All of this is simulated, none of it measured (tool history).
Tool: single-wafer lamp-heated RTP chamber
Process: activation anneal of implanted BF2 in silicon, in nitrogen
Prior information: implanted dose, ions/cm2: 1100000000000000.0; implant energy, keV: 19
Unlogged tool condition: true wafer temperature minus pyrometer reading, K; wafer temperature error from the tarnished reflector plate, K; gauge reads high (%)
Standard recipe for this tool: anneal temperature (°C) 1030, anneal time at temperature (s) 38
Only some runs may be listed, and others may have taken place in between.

run	day	anneal temperature (°C)	anneal time at temperature (s)	wafers since the last listed run	wafers since the last pyrometer calibration	wafers since the reflector plate was cleaned	hours since the gauge calibration	read-back reference wafer on the same gauge, sheet resistance	sheet resistance of the implanted and annealed layer (ohm/square)
1	0	1030	38	0	4095	5235	1578.9	164.51	139.71
2	4.038	1051	38	743	4838	5979	1675.8	164.27	127.94
3	5.579	1051	38	283	5121	6262	1712.8	164.51	127.62
4	7.292	1030	38	315	5437	6577	1753.9	163.84	140.54
# day 8.575: pyrometer window cleaned and pyrometer calibrated
5	10.038	1044	22	444	268	7022	1819.8	164.13	140.36
# day 12.446: reflector plate cleaned
6	13.767	1030	38	625	894	243	1909.3	164.04	141.75
7	20.579	1030	38	1253	2147	1496	2072.8	164.05	140.64
8	22.142	1030	38	287	2435	1784	2110.3	163.98	141.01
9	25.083	1030	38	541	2976	2326	2180.9	164.27	140.54
10	27.621	1030	38	467	3443	2793	2241.8	163.49	139.57
# day 30.412: gauge calibrated
11	36.217	1030	55	1582	5026	4375	139.3	163.83	132.89
12	38.754	1030	55	467	5493	4842	200.2	163.95	132.93
# day 42.496: pyrometer window cleaned and pyrometer calibrated
13	42.517	1030	38	631	3	5473	290.5	163.91	141.36
14	44.567	1055	55	377	381	5850	339.7	164.34	118.59
# day 54.671: reflector plate cleaned
15	55.212	1052	58	1898	2279	99	595.2	163.74	121.03
16	57.717	1030	55	460	2740	560	655.3	164.04	134.34
17	69.962	1030	38	2253	4993	2814	949.2	163.83	140.72
18	73.021	1041	56	562	5556	3377	1022.6	164.1	126.81
# day 77.596: pyrometer window cleaned and pyrometer calibrated
19	77.617	1020	54	784	4	4162	1132.9	164.34	140.83
20	80.2	1030	55	475	479	4637	1194.9	164.16	133.01
21	84.612	1040	55	812	1291	5449	1300.8	164.12	126.91
22	86.921	1030	38	424	1716	5874	1356.2	164.5	139.56
23	88.917	1013	54	367	2083	6242	1404.1	163.99	144.62
24	92.429	1004	52	646	2730	6888	1488.4	164.11	151.06
25	93.938	1030	38	277	3008	7166	1524.6	163.92	137.94
26	95.938	1030	38	368	3376	7534	1572.6	163.88	138.41
27	98.233	1043	38	422	3798	7956	1627.7	164.07	130.61
# day 98.946: reflector plate cleaned
28	101.392	1030	59	519	4318	449	1703.5	164.06	133.41
29	105.117	1044	53	685	5004	1135	1792.9	164.23	126.13
30	109.525	1020	54	811	5815	1946	1898.7	163.94	142.67
# day 110.5: gauge calibrated
# day 113.4: pyrometer window cleaned and pyrometer calibrated
31	113.438	1044	53	658	7	2605	70.5	163.93	126.07
32	115.533	1001	54	385	392	2991	120.8	164.09	158.67
33	118.821	1022	26	605	997	3596	199.7	164.14	155.92
34	122.35	1042	47	649	1647	4246	284.4	163.8	130.52
35	125.304	1030	38	543	2191	4789	355.3	164.3	140.59

Results per run with the tool's hidden condition removed, run-to-run variation unchanged:
run	sheet resistance of the implanted and annealed layer (ohm/square)
1	141.36
2	130.05
3	129.9
4	142.96
5	143.43
6	142.31
7	141.3
8	141.72
9	141.36
10	140.5
11	134.51
12	134.78
13	143.39
14	120.37
15	121.48
16	134.97
17	141.66
18	127.88
19	142.64
20	134.79
21	128.85
22	141.78
23	148.13
24	155.97
25	140.91
26	141.64
27	133.99
28	133.73
29	126.43
30	143.25
31	126.62
32	159.98
33	157.23
34	131.58
35	141.99

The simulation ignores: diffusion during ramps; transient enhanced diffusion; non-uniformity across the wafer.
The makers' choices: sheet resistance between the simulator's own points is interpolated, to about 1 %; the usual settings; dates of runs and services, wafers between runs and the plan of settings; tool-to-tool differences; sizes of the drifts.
